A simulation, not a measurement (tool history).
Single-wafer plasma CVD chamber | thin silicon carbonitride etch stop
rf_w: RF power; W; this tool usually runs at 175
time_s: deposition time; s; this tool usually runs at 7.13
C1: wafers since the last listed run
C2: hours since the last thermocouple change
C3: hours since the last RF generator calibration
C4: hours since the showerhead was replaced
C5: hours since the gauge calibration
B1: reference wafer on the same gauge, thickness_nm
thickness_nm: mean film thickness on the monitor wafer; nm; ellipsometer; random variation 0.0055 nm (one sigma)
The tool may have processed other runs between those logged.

{"run": 1, "hour": 0.0, "rf_w": 175, "time_s": 7.13, "C1": 0, "C2": 1064.1, "C3": 1780.5, "C4": 6629.3, "C5": 174.4, "B1": 3.529, "thickness_nm": 3.599}
{"run": 2, "hour": 53.3, "rf_w": 175, "time_s": 7.13, "C1": 2465, "C2": 1117.4, "C3": 1833.8, "C4": 6682.6, "C5": 227.7, "B1": 3.529, "thickness_nm": 3.608}
{"run": 3, "hour": 97.3, "rf_w": 175, "time_s": 7.13, "C1": 2035, "C2": 1161.4, "C3": 1877.8, "C4": 6726.6, "C5": 271.7, "B1": 3.53, "thickness_nm": 3.612}
{"run": 4, "hour": 139.1, "rf_w": 175, "time_s": 7.13, "C1": 1933, "C2": 1203.2, "C3": 1919.6, "C4": 6768.4, "C5": 313.5, "B1": 3.529, "thickness_nm": 3.606}
{"run": 5, "hour": 165.5, "rf_w": 175, "time_s": 7.13, "C1": 1221, "C2": 1229.6, "C3": 1946, "C4": 6794.8, "C5": 339.9, "B1": 3.53, "thickness_nm": 3.6}
{"hour": 232.8, "done": "gauge calibrated"}
{"run": 6, "hour": 236.8, "rf_w": 175, "time_s": 7.13, "C1": 3298, "C2": 1300.9, "C3": 2017.3, "C4": 6866.1, "C5": 4, "B1": 3.53, "thickness_nm": 3.603}
{"hour": 250.1, "done": "thermocouple changed; heater temperature recalibrated"}
{"hour": 279.1, "done": "RF generator calibrated"}
{"hour": 297.4, "done": "showerhead replaced"}
{"run": 7, "hour": 297.9, "rf_w": 175, "time_s": 7.88, "C1": 1716, "C2": 47.8, "C3": 18.8, "C4": 0.5, "C5": 65.1, "B1": 3.531, "thickness_nm": 4.059}
{"run": 8, "hour": 319.4, "rf_w": 195, "time_s": 7.84, "C1": 994, "C2": 69.3, "C3": 40.3, "C4": 22, "C5": 86.6, "B1": 3.53, "thickness_nm": 4.148}
{"run": 9, "hour": 384.4, "rf_w": 175, "time_s": 7.13, "C1": 3006, "C2": 134.3, "C3": 105.3, "C4": 87, "C5": 151.6, "B1": 3.53, "thickness_nm": 3.665}
{"run": 10, "hour": 429.0, "rf_w": 145, "time_s": 8.55, "C1": 2063, "C2": 178.9, "C3": 149.9, "C4": 131.6, "C5": 196.2, "B1": 3.53, "thickness_nm": 4.206}
{"run": 11, "hour": 508.7, "rf_w": 200, "time_s": 6.74, "C1": 3686, "C2": 258.6, "C3": 229.6, "C4": 211.3, "C5": 275.9, "B1": 3.53, "thickness_nm": 3.573}
{"run": 12, "hour": 576.8, "rf_w": 140, "time_s": 7.81, "C1": 3150, "C2": 326.7, "C3": 297.7, "C4": 279.4, "C5": 344, "B1": 3.53, "thickness_nm": 3.797}

Expected results for the next run?
{"run": 13, "hour": 609.5, "rf_w": 210, "time_s": 6.42, "C1": 1512, "C2": 359.4, "C3": 330.4, "C4": 312.1, "C5": 376.7, "B1": "?", "thickness_nm": "?"}

B1: 3.529
thickness_nm: 3.444 nm
If the tool had no hidden condition, the same run with the same run-to-run variation would have returned thickness_nm 3.474 nm.
